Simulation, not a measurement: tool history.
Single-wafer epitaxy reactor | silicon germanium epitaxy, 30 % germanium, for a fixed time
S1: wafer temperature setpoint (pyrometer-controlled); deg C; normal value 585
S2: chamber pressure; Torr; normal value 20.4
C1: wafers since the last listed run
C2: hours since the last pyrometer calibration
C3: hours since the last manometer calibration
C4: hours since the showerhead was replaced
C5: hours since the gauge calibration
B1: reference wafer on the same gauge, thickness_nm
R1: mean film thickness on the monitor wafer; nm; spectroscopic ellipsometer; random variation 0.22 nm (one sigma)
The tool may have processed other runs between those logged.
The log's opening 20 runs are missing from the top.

run   hour   S1    S2   C1     C2      C3     C4     C5      B1      R1
 21  521.6  590  16.7  375   64.3  1670.3   5615  216.9  41.605  43.727
     541.1  -- showerhead replaced
 22  555.7  592  16.2  513   98.4  1704.4   14.6    251  41.528    44.5
       569  -- capacitance manometer re-zeroed and calibrated
 23  582.2  593  23.9  363  124.9    13.2   41.1  277.5  41.648  54.496
 24  615.6  576  23.9  657  158.3    46.6   74.5  310.9  41.535  40.688
 25  650.2  581  23.4  680  192.9    81.2  109.1  345.5  41.568  44.034
 26  667.6  571  18.9  342  210.3    98.6  126.5  362.9  41.633   33.55
 27  690.8  585  20.4  456  233.5   121.8  149.7  386.1   41.61  44.521
 28  715.7  573  23.9  489  258.4   146.7  174.6    411  41.638  38.551
 29  732.8  599    23  336  275.5   163.8  191.7  428.1  41.599  58.859
 30    753  585  22.9  397  295.7     184  211.9  448.3  41.613  46.528
 31  777.1  571  24.6  474  319.8   208.1    236  472.4   41.69  37.958
 32  790.8  597    19  269  333.5   221.8  249.7  486.1  41.588  51.984

Predict each of these 5 candidate next runs independently; none follows another, all start after run 32:
  A  791.2  585  16.2   7  333.9  222.2  250.1  486.5   ?   ?
  B  791.2  595  16.7   7  333.9  222.2  250.1  486.5   ?   ?
  C  791.2  578  18.4   7  333.9  222.2  250.1  486.5   ?   ?
  D  791.2  596  18.8   7  333.9  222.2  250.1  486.5   ?   ?
  E  791.2  580  16.7   7  333.9  222.2  250.1  486.5   ?   ?

run      B1      R1
  A  41.595  39.559
  B  41.595  47.342
  C  41.595  37.419
  D  41.595  50.947
  E  41.595  36.931
Without the tool's hidden state the same runs would have given:
run      R1
  A  39.559
  B  47.342
  C  37.419
  D  50.947
  E  36.931
